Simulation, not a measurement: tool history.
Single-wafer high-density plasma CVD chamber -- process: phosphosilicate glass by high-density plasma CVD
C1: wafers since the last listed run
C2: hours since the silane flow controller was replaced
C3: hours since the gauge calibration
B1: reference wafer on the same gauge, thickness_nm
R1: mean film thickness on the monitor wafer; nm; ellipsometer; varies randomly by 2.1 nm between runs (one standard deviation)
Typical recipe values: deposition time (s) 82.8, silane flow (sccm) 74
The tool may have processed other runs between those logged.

Run 1, hour 0.0: usual settings but deposition time (s) 91.9; C1 0; C2 967.2; C3 1604.9; B1 588.715. Result: R1 639.698 nm.
Run 2, hour 82.9: usual settings but silane flow (sccm) 82; C1 1199; C2 1050.1; C3 1687.8; B1 589.169. Result: R1 634.397 nm.
Run 3, hour 178.0: usual settings but silane flow (sccm) 82; C1 1375; C2 1145.2; C3 1782.9; B1 589.363. Result: R1 633.715 nm.
Run 4, hour 242.4: usual settings but deposition time (s) 92.9, silane flow (sccm) 66; C1 931; C2 1209.6; C3 1847.3; B1 589.100. Result: R1 576.818 nm.
Run 5, hour 337.5: usual settings but silane flow (sccm) 69; C1 1375; C2 1304.7; C3 1942.4; B1 589.147. Result: R1 534.492 nm.
Run 6, hour 437.9: usual settings but deposition time (s) 72.2, silane flow (sccm) 67; C1 1452; C2 1405.1; C3 2042.8; B1 588.776. Result: R1 451.785 nm.
Run 7, hour 490.2: usual settings but deposition time (s) 72.2, silane flow (sccm) 67; C1 756; C2 1457.4; C3 2095.1; B1 589.359. Result: R1 452.171 nm.
Run 8, hour 526.3: usual settings but deposition time (s) 77.4, silane flow (sccm) 65; C1 522; C2 1493.5; C3 2131.2; B1 588.220. Result: R1 473.718 nm.
Run 9, hour 771.7: usual settings but deposition time (s) 77.4, silane flow (sccm) 65; C1 3549; C2 1738.9; C3 2376.6; B1 589.114. Result: R1 471.446 nm.
Run 10, hour 858.4: usual settings but deposition time (s) 77.4, silane flow (sccm) 65; C1 1253; C2 1825.6; C3 2463.3; B1 589.611. Result: R1 468.853 nm.
Run 11, hour 1171.7: usual settings but silane flow (sccm) 62; C1 4531; C2 2138.9; C3 2776.6; B1 589.536. Result: R1 478.365 nm.
Run 12, hour 1264.8: usual settings but silane flow (sccm) 62; C1 1346; C2 2232.0; C3 2869.7; B1 589.054. Result: R1 476.427 nm.
Run 13, hour 1362.5: usual settings but silane flow (sccm) 62; C1 1413; C2 2329.7; C3 2967.4; B1 589.030. Result: R1 478.178 nm.
Run 14, hour 1432.0: usual settings but deposition time (s) 87.7, silane flow (sccm) 79; C1 1005; C2 2399.2; C3 3036.9; B1 588.720. Result: R1 644.296 nm.
Run 15, hour 1509.2: usual settings; C1 1116; C2 2476.4; C3 3114.1; B1 589.513. Result: R1 570.198 nm.
Run 16, hour 1727.6: usual settings; C1 3158; C2 2694.8; C3 3332.5; B1 588.600. Result: R1 571.366 nm.
Run 17, hour 1799.8: usual settings; C1 1044; C2 2767.0; C3 3404.7; B1 589.405. Result: R1 567.888 nm.
Run 18, hour 1840.5: usual settings; C1 588; C2 2807.7; C3 3445.4; B1 589.163. Result: R1 570.222 nm.
Run 19, hour 1892.4: usual settings but deposition time (s) 90.6, silane flow (sccm) 84; C1 750; C2 2859.6; C3 3497.3; B1 588.480. Result: R1 707.347 nm.
Run 20, hour 1960.5: usual settings but deposition time (s) 90.6, silane flow (sccm) 84; C1 984; C2 2927.7; C3 3565.4; B1 588.935. Result: R1 705.702 nm.
Run 21, hour 2019.4: usual settings; C1 851; C2 2986.6; C3 3624.3; B1 588.493. Result: R1 564.908 nm.
Run 22, hour 2094.9: usual settings but deposition time (s) 88.4, silane flow (sccm) 84; C1 1092; C2 3062.1; C3 3699.8; B1 589.223. Result: R1 686.492 nm.
Run 23, hour 2156.6: usual settings but deposition time (s) 73.8, silane flow (sccm) 68; C1 892; C2 3123.8; C3 3761.5; B1 589.525. Result: R1 465.623 nm.
Run 24, hour 2236.0: usual settings but deposition time (s) 75.5, silane flow (sccm) 79; C1 1148; C2 3203.2; C3 3840.9; B1 589.068. Result: R1 549.638 nm.
At hour 2248.7: silane flow controller replaced.
Run 25, hour 2338.6: usual settings but deposition time (s) 67.8, silane flow (sccm) 84; C1 1368; C2 89.9; C3 3943.5; B1 588.933. Result: R1 536.034 nm.
Run 26, hour 2435.4: usual settings but deposition time (s) 98.1, silane flow (sccm) 86; C1 1400; C2 186.7; C3 4040.3; B1 588.670. Result: R1 796.896 nm.
Run 27, hour 2542.6: usual settings but deposition time (s) 96.1, silane flow (sccm) 80; C1 1550; C2 293.9; C3 4147.5; B1 589.154. Result: R1 716.609 nm.
At hour 2588.7: gauge calibrated.
Run 28, hour 2622.9: usual settings; C1 1161; C2 374.2; C3 34.2; B1 589.423. Result: R1 576.185 nm.
Run 29, hour 2672.2: usual settings but silane flow (sccm) 66; C1 713; C2 423.5; C3 83.5; B1 589.044. Result: R1 511.207 nm.
Run 30, hour 2735.3: usual settings but deposition time (s) 68.4, silane flow (sccm) 65; C1 912; C2 486.6; C3 146.6; B1 589.368. Result: R1 415.327 nm.
Run 31, hour 2829.3: usual settings but silane flow (sccm) 64; C1 1359; C2 580.6; C3 240.6; B1 588.793. Result: R1 498.849 nm.
Run 32, hour 2920.9: usual settings but silane flow (sccm) 81; C1 1324; C2 672.2; C3 332.2; B1 589.201. Result: R1 629.457 nm.
Run 33, hour 2958.0: usual settings but deposition time (s) 72.3, silane flow (sccm) 65; C1 536; C2 709.3; C3 369.3; B1 589.304. Result: R1 439.674 nm.
Run 34, hour 3035.2: usual settings; C1 1116; C2 786.5; C3 446.5; B1 588.576. Result: R1 572.813 nm.
Run 35, hour 3137.1: usual settings but deposition time (s) 77.8, silane flow (sccm) 60; C1 1473; C2 888.4; C3 548.4; B1 589.036. Result: R1 439.067 nm.
Run 36, hour 3211.9: usual settings but deposition time (s) 87.3; C1 1081; C2 963.2; C3 623.2; B1 588.885. Result: R1 599.205 nm.
Run 37, hour 3249.1: usual settings; C1 538; C2 1000.4; C3 660.4; B1 588.757. Result: R1 572.516 nm.
Run 38, hour 3337.4: usual settings but deposition time (s) 73.7, silane flow (sccm) 70; C1 1277; C2 1088.7; C3 748.7; B1 589.145. Result: R1 479.487 nm.
Run 39, hour 3415.9: usual settings; C1 1135; C2 1167.2; C3 827.2; B1 588.618. Result: R1 572.492 nm.
Run 40, hour 3508.3: usual settings but silane flow (sccm) 84; C1 1336; C2 1259.6; C3 919.6; B1 589.326. Result: R1 647.733 nm.
Run 41, hour 3614.1: usual settings but deposition time (s) 74.0; C1 1530; C2 1365.4; C3 1025.4; B1 589.171. Result: R1 513.521 nm.
Run 42, hour 3659.2: usual settings but deposition time (s) 70.3, silane flow (sccm) 84; C1 652; C2 1410.5; C3 1070.5; B1 589.616. Result: R1 552.006 nm.

5 options for the next run, each taken on its own from the tool as it stands now. Forecast them:
Run A, hour 3659.6: usual settings but silane flow (sccm) 85; C1 5; C2 1410.9; C3 1070.9; B1 ?. Result: R1 ?.
Run B, hour 3659.6: usual settings but deposition time (s) 71.5, silane flow (sccm) 60; C1 5; C2 1410.9; C3 1070.9; B1 ?. Result: R1 ?.
Run C, hour 3659.6: usual settings but deposition time (s) 95.2, silane flow (sccm) 68; C1 5; C2 1410.9; C3 1070.9; B1 ?. Result: R1 ?.
Run D, hour 3659.6: usual settings but deposition time (s) 87.2; C1 5; C2 1410.9; C3 1070.9; B1 ?. Result: R1 ?.
Run E, hour 3659.6: usual settings but deposition time (s) 72.5, silane flow (sccm) 87; C1 5; C2 1410.9; C3 1070.9; B1 ?. Result: R1 ?.

run       B1       R1
  A  589.113  658.835
  B  589.113  401.592
  C  589.113  606.001
  D  589.113  604.054
  E  589.113  590.453
Stripped of hidden state, with their random variation kept, the same runs would have yielded:
run       R1
  A  666.506
  B  406.268
  C  613.057
  D  611.087
  E  597.327

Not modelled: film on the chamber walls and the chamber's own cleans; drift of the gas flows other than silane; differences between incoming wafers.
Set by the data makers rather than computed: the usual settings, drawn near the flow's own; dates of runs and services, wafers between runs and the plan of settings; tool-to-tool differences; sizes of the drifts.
